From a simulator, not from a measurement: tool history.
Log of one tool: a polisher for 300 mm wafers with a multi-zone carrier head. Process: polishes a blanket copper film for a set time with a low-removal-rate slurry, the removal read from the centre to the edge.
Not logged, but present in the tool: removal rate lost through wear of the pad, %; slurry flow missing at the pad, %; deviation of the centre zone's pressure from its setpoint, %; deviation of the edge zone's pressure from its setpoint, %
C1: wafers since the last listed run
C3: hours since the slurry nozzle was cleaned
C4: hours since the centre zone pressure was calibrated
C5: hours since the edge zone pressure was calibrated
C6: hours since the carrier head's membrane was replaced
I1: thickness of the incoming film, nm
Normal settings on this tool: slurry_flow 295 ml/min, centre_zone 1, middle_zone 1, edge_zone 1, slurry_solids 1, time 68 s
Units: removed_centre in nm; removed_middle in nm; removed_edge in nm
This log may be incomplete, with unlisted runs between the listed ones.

run 1 hour=0 | slurry_flow=295 centre_zone=1 middle_zone=1 edge_zone=1 slurry_solids=1 time=68 | C1=0 wafers_polished_on_this_pad=1268 C3=233.6 C4=576.2 C5=480.9 C6=631 | I1=1076.1 | removed_centre=151.2 removed_middle=147.8 removed_edge=144.9
-- hour=7.2 worn pad replaced by a new one
run 2 hour=16.5 | slurry_flow=295 centre_zone=1 middle_zone=1 edge_zone=1 slurry_solids=1 time=68 | C1=123 wafers_polished_on_this_pad=91 C3=250.1 C4=592.7 C5=497.4 C6=647.5 | I1=1067.2 | removed_centre=170.2 removed_middle=159.2 removed_edge=162
-- hour=38.3 slurry nozzle cleaned
run 3 hour=40.2 | slurry_flow=295 centre_zone=1 middle_zone=1 edge_zone=1 slurry_solids=1 time=68 | C1=224 wafers_polished_on_this_pad=316 C3=1.9 C4=616.4 C5=521.1 C6=671.2 | I1=1057.2 | removed_centre=163.2 removed_middle=154.3 removed_edge=154.8
run 4 hour=75.5 | slurry_flow=295 centre_zone=1.08 middle_zone=1 edge_zone=1 slurry_solids=1 time=68 | C1=349 wafers_polished_on_this_pad=666 C3=37.2 C4=651.7 C5=556.4 C6=706.5 | I1=1057.6 | removed_centre=170.5 removed_middle=150.8 removed_edge=149.6
run 5 hour=104.8 | slurry_flow=295 centre_zone=1 middle_zone=1.07 edge_zone=1 slurry_solids=1 time=68 | C1=290 wafers_polished_on_this_pad=956 C3=66.5 C4=681 C5=585.7 C6=735.8 | I1=1065.1 | removed_centre=155.9 removed_middle=155.9 removed_edge=146.3
-- hour=134 centre zone pressure recalibrated
run 6 hour=136.8 | slurry_flow=340 centre_zone=1.06 middle_zone=1.08 edge_zone=1 slurry_solids=1 time=68 | C1=297 wafers_polished_on_this_pad=1253 C3=98.5 C4=2.8 C5=617.7 C6=767.8 | I1=1074.8 | removed_centre=155.2 removed_middle=159.1 removed_edge=147.8
-- hour=145.3 edge zone pressure recalibrated
-- hour=163.2 worn pad replaced by a new one
run 7 hour=164.5 | slurry_flow=295 centre_zone=1 middle_zone=1 edge_zone=1 slurry_solids=1 time=68 | C1=214 wafers_polished_on_this_pad=12 C3=126.2 C4=30.5 C5=19.2 C6=795.5 | I1=1055.2 | removed_centre=162.2 removed_middle=165.8 removed_edge=161.8
-- hour=173.9 carrier head's membrane replaced by a new one
run 8 hour=182.6 | slurry_flow=295 centre_zone=0.88 middle_zone=1 edge_zone=1 slurry_solids=1 time=68 | C1=129 wafers_polished_on_this_pad=142 C3=144.3 C4=48.6 C5=37.3 C6=8.7 | I1=1079.3 | removed_centre=138.9 removed_middle=157.1 removed_edge=157.3
run 9 hour=201.2 | slurry_flow=295 centre_zone=1 middle_zone=1.11 edge_zone=0.94 slurry_solids=0.75 time=92 | C1=184 wafers_polished_on_this_pad=326 C3=162.9 C4=67.2 C5=55.9 C6=27.3 | I1=1071.6 | removed_centre=196.5 removed_middle=215.1 removed_edge=190.3
run 10 hour=236.8 | slurry_flow=295 centre_zone=1.08 middle_zone=1 edge_zone=0.92 slurry_solids=1 time=68 | C1=352 wafers_polished_on_this_pad=679 C3=198.5 C4=102.8 C5=91.5 C6=62.9 | I1=1057.7 | removed_centre=162.6 removed_middle=148.8 removed_edge=142
run 11 hour=268.9 | slurry_flow=295 centre_zone=0.93 middle_zone=1 edge_zone=1 slurry_solids=1 time=68 | C1=317 wafers_polished_on_this_pad=997 C3=230.6 C4=134.9 C5=123.6 C6=95 | I1=1051.8 | removed_centre=135.4 removed_middle=146.7 removed_edge=146.4
run 12 hour=288.4 | slurry_flow=365 centre_zone=1.06 middle_zone=0.91 edge_zone=1 slurry_solids=1 time=68 | C1=193 wafers_polished_on_this_pad=1190 C3=250.1 C4=154.4 C5=143.1 C6=114.5 | I1=1037.2 | removed_centre=155.9 removed_middle=135 removed_edge=147.2
-- hour=295.7 worn pad replaced by a new one
-- hour=300.5 slurry nozzle cleaned
run 13 hour=308.1 | slurry_flow=295 centre_zone=1 middle_zone=1 edge_zone=1 slurry_solids=1 time=68 | C1=145 wafers_polished_on_this_pad=112 C3=7.6 C4=174.1 C5=162.8 C6=134.2 | I1=1041.3 | removed_centre=158 removed_middle=157.3 removed_edge=160.7
run 14 hour=320.5 | slurry_flow=295 centre_zone=1 middle_zone=1.06 edge_zone=0.9 slurry_solids=0.8 time=68 | C1=122 wafers_polished_on_this_pad=235 C3=20 C4=186.5 C5=175.2 C6=146.6 | I1=1052.1 | removed_centre=149 removed_middle=156.9 removed_edge=144.4
run 15 hour=355.7 | slurry_flow=370 centre_zone=1.1 middle_zone=1 edge_zone=1 slurry_solids=1.1 time=68 | C1=348 wafers_polished_on_this_pad=583 C3=55.2 C4=221.7 C5=210.4 C6=181.8 | I1=1061.5 | removed_centre=170.3 removed_middle=158.7 removed_edge=155.6
run 16 hour=375.4 | slurry_flow=295 centre_zone=1 middle_zone=1 edge_zone=1 slurry_solids=1.1 time=68 | C1=195 wafers_polished_on_this_pad=779 C3=74.9 C4=241.4 C5=230.1 C6=201.5 | I1=1058.4 | removed_centre=153 removed_middle=149.8 removed_edge=149.8
run 17 hour=390.6 | slurry_flow=295 centre_zone=0.89 middle_zone=0.94 edge_zone=1.05 slurry_solids=1 time=68 | C1=150 wafers_polished_on_this_pad=929 C3=90.1 C4=256.6 C5=245.3 C6=216.7 | I1=1057.8 | removed_centre=133.4 removed_middle=140.9 removed_edge=152
run 18 hour=422.5 | slurry_flow=295 centre_zone=1 middle_zone=0.95 edge_zone=1 slurry_solids=1.15 time=68 | C1=315 wafers_polished_on_this_pad=1245 C3=122 C4=288.5 C5=277.2 C6=248.6 | I1=1041.1 | removed_centre=153.5 removed_middle=144.3 removed_edge=152
run 19 hour=443 | slurry_flow=295 centre_zone=1 middle_zone=1.11 edge_zone=1 slurry_solids=1 time=68 | C1=203 wafers_polished_on_this_pad=1448 C3=142.5 C4=309 C5=297.7 C6=269.1 | I1=1051.9 | removed_centre=146.6 removed_middle=158.1 removed_edge=143.7
-- hour=474.5 worn pad replaced by a new one
run 20 hour=475 | slurry_flow=350 centre_zone=1 middle_zone=1 edge_zone=1 slurry_solids=1 time=68 | C1=277 wafers_polished_on_this_pad=4 C3=174.5 C4=341 C5=329.7 C6=301.1 | I1=1045.2 | removed_centre=164.2 removed_middle=169.4 removed_edge=164
run 21 hour=502.7 | slurry_flow=295 centre_zone=1 middle_zone=1 edge_zone=1 slurry_solids=1 time=68 | C1=274 wafers_polished_on_this_pad=279 C3=202.2 C4=368.7 C5=357.4 C6=328.8 | I1=1054.7 | removed_centre=156.4 removed_middle=155.9 removed_edge=154

Exercise: give the hidden state of the tool at every run:
slurry flow missing at the pad, %: 0 at every run
deviation of the edge zone's pressure from its setpoint, %: 0 at every run
H1: removal rate lost through wear of the pad, %
H2: deviation of the centre zone's pressure from its setpoint, %
run=1 H1=13 H2=4.3
run=2 H1=2.67 H2=4.56
run=3 H1=6.42 H2=4.93
run=4 H1=9.62 H2=5.52
run=5 H1=11 H2=6.03
run=6 H1=11.9 H2=-0.446
run=7 H1=1.54 H2=-0.434
run=8 H1=5.05 H2=-0.416
run=9 H1=7.58 H2=-0.387
run=10 H1=10.5 H2=-0.308
run=11 H1=11.9 H2=-0.208
run=12 H1=12.4 H2=-0.134
run=13 H1=3.21 H2=-0.0492
run=14 H1=5.26 H2=0.00945
run=15 H1=9 H2=0.198
run=16 H1=10.2 H2=0.317
run=17 H1=10.9 H2=0.417
run=18 H1=11.8 H2=0.645
run=19 H1=12.1 H2=0.805
run=20 H1=2.18 H2=1.08
run=21 H1=7.19 H2=1.34

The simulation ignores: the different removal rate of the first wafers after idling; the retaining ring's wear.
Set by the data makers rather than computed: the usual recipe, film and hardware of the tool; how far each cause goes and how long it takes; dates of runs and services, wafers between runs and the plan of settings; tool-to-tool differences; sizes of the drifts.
